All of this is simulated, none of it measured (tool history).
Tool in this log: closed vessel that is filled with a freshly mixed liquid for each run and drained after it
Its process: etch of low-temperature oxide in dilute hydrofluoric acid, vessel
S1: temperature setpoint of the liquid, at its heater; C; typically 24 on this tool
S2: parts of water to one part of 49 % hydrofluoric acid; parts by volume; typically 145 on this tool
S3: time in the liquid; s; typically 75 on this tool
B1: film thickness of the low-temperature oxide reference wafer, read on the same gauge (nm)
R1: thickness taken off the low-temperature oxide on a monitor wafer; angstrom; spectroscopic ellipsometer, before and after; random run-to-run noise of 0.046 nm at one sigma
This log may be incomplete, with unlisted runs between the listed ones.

run 1 hour=0 | S1=24 S2=145 S3=75 | B1=30.01 | R1=74
run 2 hour=25.6 | S1=24 S2=145 S3=75 | B1=29.99 | R1=73.5
run 3 hour=45.3 | S1=24 S2=145 S3=75 | B1=30.02 | R1=73.1
run 4 hour=64.6 | S1=24 S2=145 S3=75 | B1=29.99 | R1=73
run 5 hour=91.7 | S1=24 S2=145 S3=75 | B1=29.99 | R1=73.3
run 6 hour=107.9 | S1=24 S2=145 S3=75 | B1=30 | R1=73.3
run 7 hour=135.9 | S1=22.5 S2=145 S3=75 | B1=30.01 | R1=67.8
run 8 hour=161.6 | S1=19.5 S2=185 S3=75 | B1=30.02 | R1=46.1
run 9 hour=194.4 | S1=24 S2=185 S3=55 | B1=29.99 | R1=39.6
-- hour=204.6 hydrofluoric acid flow meter replaced
-- hour=212 gauge calibrated
run 10 hour=213.9 | S1=28.5 S2=180 S3=75 | B1=29.99 | R1=71
run 11 hour=226.6 | S1=24 S2=145 S3=75 | B1=30 | R1=78.2
-- hour=254.1 thermometer replaced
run 12 hour=254.6 | S1=24 S2=145 S3=75 | B1=29.98 | R1=77.8
run 13 hour=286.7 | S1=26 S2=95 S3=105 | B1=29.97 | R1=192.8
run 14 hour=322.2 | S1=24 S2=125 S3=35 | B1=29.99 | R1=43.3
run 15 hour=357.5 | S1=22 S2=145 S3=75 | B1=30.05 | R1=71.8

What was the tool's hidden state at every run in the log?
liquid colder than its thermometer reads (K): 0 in every run
gauge reads high (%): 0 in every run
H1: hydrofluoric acid flow below the setpoint (%)
run=1 H1=5.24
run=2 H1=5.41
run=3 H1=5.54
run=4 H1=5.66
run=5 H1=5.84
run=6 H1=5.95
run=7 H1=6.14
run=8 H1=6.31
run=9 H1=6.52
run=10 H1=0.0745
run=11 H1=0.159
run=12 H1=0.344
run=13 H1=0.557
run=14 H1=0.792
run=15 H1=1.03

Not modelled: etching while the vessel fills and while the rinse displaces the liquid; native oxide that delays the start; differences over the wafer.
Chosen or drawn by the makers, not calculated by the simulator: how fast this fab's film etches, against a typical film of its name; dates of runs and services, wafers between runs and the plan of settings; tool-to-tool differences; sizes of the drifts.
